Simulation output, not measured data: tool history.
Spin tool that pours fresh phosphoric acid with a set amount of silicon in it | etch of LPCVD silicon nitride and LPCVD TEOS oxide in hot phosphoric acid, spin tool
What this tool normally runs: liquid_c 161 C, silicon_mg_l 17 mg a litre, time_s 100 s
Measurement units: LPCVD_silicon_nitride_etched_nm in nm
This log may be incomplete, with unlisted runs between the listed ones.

run	day	liquid_c	silicon_mg_l	time_s	read-back film thickness of the LPCVD silicon nitride reference wafer, read on the same gauge (nm)	LPCVD_silicon_nitride_etched_nm
1	0	161	17	100	59.99	10.22
2	0.95	161	17	145	60.02	14.78
# day 1.4: gauge calibrated
3	1.808	161	17	100	60.01	10.17
4	2.9	161	17	100	59.96	10.11
# day 3.246: dissolved silicon flow meter replaced
# day 3.296: thermometer replaced
5	3.417	161	17	45	60	4.15
6	4.288	159	22	100	60.01	8.64
7	5.608	162.5	29.5	125	59.99	12
8	6.288	162.5	24	130	60	12.45
9	6.825	159	22	100	60.02	8.69
10	7.833	163.5	25	150	60	15.1
11	8.825	162.5	17	100	60.02	9.51
12	9.696	163.5	27.5	125	60	12.51
13	10.417	163.5	5	80	60	7.99
14	11.608	162	22.5	100	60.01	9.43
15	12.55	164	9	100	60.02	10.08
16	13.379	162.5	24	130	60	12.32
17	14.312	161	9	55	60.03	4.99
18	15.408	161	17	100	60.01	8.89
19	16.8	159	25.5	135	59.99	11.41
20	17.479	163.5	17	100	60	9.71
21	17.988	158	20.5	140	60.01	11.37
22	18.683	161	17	100	60.01	8.9
23	19.638	163	17	145	59.99	13.77

Here are 3 independent what-if runs from the current tool condition. What would each one return?
A	19.654	163	17	100	?	?
B	19.654	159.5	30	40	?	?
C	19.654	161	8.5	100	?	?

run	read-back film thickness of the LPCVD silicon nitride reference wafer, read on the same gauge (nm)	LPCVD_silicon_nitride_etched_nm
A	59.99	9.65
B	59.99	3.43
C	59.99	9.02
Had the tool no hidden state, the same runs would have come out as:
run	LPCVD_silicon_nitride_etched_nm
A	10.32
B	3.67
C	9.65
